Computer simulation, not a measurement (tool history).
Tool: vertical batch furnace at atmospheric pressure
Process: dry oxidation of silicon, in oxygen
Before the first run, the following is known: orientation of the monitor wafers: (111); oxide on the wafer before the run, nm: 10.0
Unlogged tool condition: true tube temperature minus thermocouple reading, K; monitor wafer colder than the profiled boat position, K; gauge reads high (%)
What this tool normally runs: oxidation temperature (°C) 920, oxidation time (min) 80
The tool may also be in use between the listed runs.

| run | hour | oxidation temperature (°C) | oxidation time (min) | wafers since the last listed run | hours since the last temperature calibration | hours since the boat lift was adjusted | hours since the gauge calibration | read-back reference wafer on the same gauge, thickness | oxide thickness on the monitor wafer (angstrom) |
|---|---|---|---|---|---|---|---|---|---|
| 1 | 0 | 920 | 80 | 0 | 2874.5 | 4205.4 | 827 | 55.61 | 497.3 |
| 2 | 82.7 | 920 | 80 | 1593 | 2957.2 | 4288.1 | 909.7 | 55.56 | 500 |
| 3 | 133.7 | 920 | 80 | 982 | 3008.2 | 4339.1 | 960.7 | 55.46 | 499.4 |
| 4 | 236.4 | 920 | 80 | 1979 | 3110.9 | 4441.8 | 1063.4 | 55.49 | 497.8 |
| 5 | 283.1 | 920 | 80 | 899 | 3157.6 | 4488.5 | 1110.1 | 55.5 | 499.8 |
| 6 | 320.6 | 920 | 56 | 722 | 3195.1 | 4526 | 1147.6 | 55.43 | 401.3 |
| 7 | 376.3 | 920 | 56 | 1073 | 3250.8 | 4581.7 | 1203.3 | 55.46 | 404 |
|  | 408.2 | thermocouples replaced and temperature profile calibrated |
| 8 | 450.7 | 920 | 80 | 971 | 42.5 | 4656.1 | 1277.7 | 55.47 | 479.9 |
|  | 502.3 | gauge calibrated |
| 9 | 535.8 | 936 | 60.5 | 1639 | 127.6 | 4741.2 | 33.5 | 55.45 | 461.2 |
|  | 621.3 | boat lift adjusted |
| 10 | 622.8 | 934 | 92.5 | 1214 | 214.6 | 1.5 | 120.5 | 55.58 | 596.3 |
| 11 | 699.5 | 920 | 110.5 | 1478 | 291.3 | 78.2 | 197.2 | 55.45 | 593.4 |
| 12 | 753.2 | 904 | 41.5 | 1034 | 345 | 131.9 | 250.9 | 55.45 | 292.2 |
| 13 | 854.9 | 914 | 56.5 | 1959 | 446.7 | 233.6 | 352.6 | 55.58 | 376.1 |

What will run 14 give?
| 14 | 949.4 | 927 | 101.5 | 1821 | 541.2 | 328.1 | 447.1 | ? | ? |

read-back reference wafer on the same gauge, thickness: 55.49
oxide thickness on the monitor wafer (angstrom): 597.4
With the hidden condition absent and the run-to-run variation left alone, this run would have shown oxide thickness on the monitor wafer (angstrom) 583.7.

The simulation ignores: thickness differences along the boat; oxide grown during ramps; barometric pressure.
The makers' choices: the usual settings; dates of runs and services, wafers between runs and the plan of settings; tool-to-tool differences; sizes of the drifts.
